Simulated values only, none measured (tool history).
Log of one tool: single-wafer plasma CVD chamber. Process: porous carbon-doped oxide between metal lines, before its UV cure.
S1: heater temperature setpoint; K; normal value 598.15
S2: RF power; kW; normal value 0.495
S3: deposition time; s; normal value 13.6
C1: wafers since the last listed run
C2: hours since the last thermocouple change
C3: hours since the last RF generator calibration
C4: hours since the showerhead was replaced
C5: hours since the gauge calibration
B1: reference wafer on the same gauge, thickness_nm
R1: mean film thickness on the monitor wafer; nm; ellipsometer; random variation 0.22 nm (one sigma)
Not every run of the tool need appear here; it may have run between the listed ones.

| run | hour | S1 | S2 | S3 | C1 | C2 | C3 | C4 | C5 | B1 | R1 |
|---|---|---|---|---|---|---|---|---|---|---|---|
| 1 | 0.0 | 598.15 | 0.495 | 13.6 | 0 | 492.6 | 1405.1 | 4871.8 | 473.9 | 72.186 | 60.498 |
|  | 34.2 | gauge calibrated |
| 2 | 60.8 | 598.15 | 0.495 | 13.6 | 2425 | 553.4 | 1465.9 | 4932.6 | 26.6 | 70.162 | 58.677 |
| 3 | 131.9 | 598.15 | 0.495 | 13.6 | 2836 | 624.5 | 1537.0 | 5003.7 | 97.7 | 70.539 | 59.436 |
| 4 | 276.4 | 598.15 | 0.425 | 13.6 | 5764 | 769.0 | 1681.5 | 5148.2 | 242.2 | 71.079 | 50.338 |
| 5 | 311.2 | 598.15 | 0.425 | 13.6 | 1388 | 803.8 | 1716.3 | 5183.0 | 277.0 | 71.230 | 51.018 |
| 6 | 364.1 | 598.15 | 0.425 | 13.6 | 2110 | 856.7 | 1769.2 | 5235.9 | 329.9 | 71.298 | 50.892 |
| 7 | 391.6 | 588.15 | 0.495 | 13.6 | 1097 | 884.2 | 1796.7 | 5263.4 | 357.4 | 71.288 | 62.245 |
|  | 422.3 | RF generator calibrated |
| 8 | 456.7 | 588.15 | 0.495 | 13.6 | 2277 | 949.3 | 34.4 | 5328.5 | 422.5 | 71.489 | 62.731 |
|  | 495.1 | showerhead replaced |
|  | 544.8 | thermocouple changed; heater temperature recalibrated |
| 9 | 618.7 | 598.15 | 0.495 | 13.6 | 5824 | 73.9 | 196.4 | 123.6 | 584.5 | 71.500 | 59.908 |
|  | 656.2 | gauge calibrated |
| 10 | 667.4 | 598.15 | 0.495 | 13.6 | 1942 | 122.6 | 245.1 | 172.3 | 11.2 | 69.850 | 58.635 |
| 11 | 695.4 | 598.15 | 0.495 | 15.9 | 1116 | 150.6 | 273.1 | 200.3 | 39.2 | 70.024 | 67.767 |
| 12 | 751.3 | 607.15 | 0.495 | 14.8 | 2229 | 206.5 | 329.0 | 256.2 | 95.1 | 70.330 | 61.635 |
| 13 | 810.6 | 588.15 | 0.495 | 13.6 | 2365 | 265.8 | 388.3 | 315.5 | 154.4 | 70.586 | 62.005 |
| 14 | 836.3 | 598.15 | 0.545 | 14.6 | 1025 | 291.5 | 414.0 | 341.2 | 180.1 | 70.804 | 69.473 |
| 15 | 878.3 | 590.15 | 0.545 | 14.7 | 1675 | 333.5 | 456.0 | 383.2 | 222.1 | 70.936 | 72.376 |
| 16 | 945.0 | 590.15 | 0.425 | 12.2 | 2660 | 400.2 | 522.7 | 449.9 | 288.8 | 71.134 | 47.100 |

Each row is a separate what-if for the run after 16, all from the same tool condition, not one after another. Results?
| A | 945.4 | 611.15 | 0.495 | 13.6 | 15 | 400.6 | 523.1 | 450.3 | 289.2 | ? | ? |
| B | 945.4 | 588.15 | 0.470 | 10.9 | 15 | 400.6 | 523.1 | 450.3 | 289.2 | ? | ? |
| C | 945.4 | 611.15 | 0.430 | 11.8 | 15 | 400.6 | 523.1 | 450.3 | 289.2 | ? | ? |
| D | 945.4 | 584.15 | 0.495 | 13.6 | 15 | 400.6 | 523.1 | 450.3 | 289.2 | ? | ? |
| E | 945.4 | 583.15 | 0.495 | 13.6 | 15 | 400.6 | 523.1 | 450.3 | 289.2 | ? | ? |

| run | B1 | R1 |
|---|---|---|
| A | 71.045 | 56.450 |
| B | 71.045 | 47.849 |
| C | 71.045 | 42.427 |
| D | 71.045 | 63.394 |
| E | 71.045 | 63.688 |
Stripped of hidden state, with their random variation kept, the same runs would have yielded:
| run | R1 |
|---|---|
| A | 55.664 |
| B | 47.183 |
| C | 41.837 |
| D | 62.512 |
| E | 62.801 |
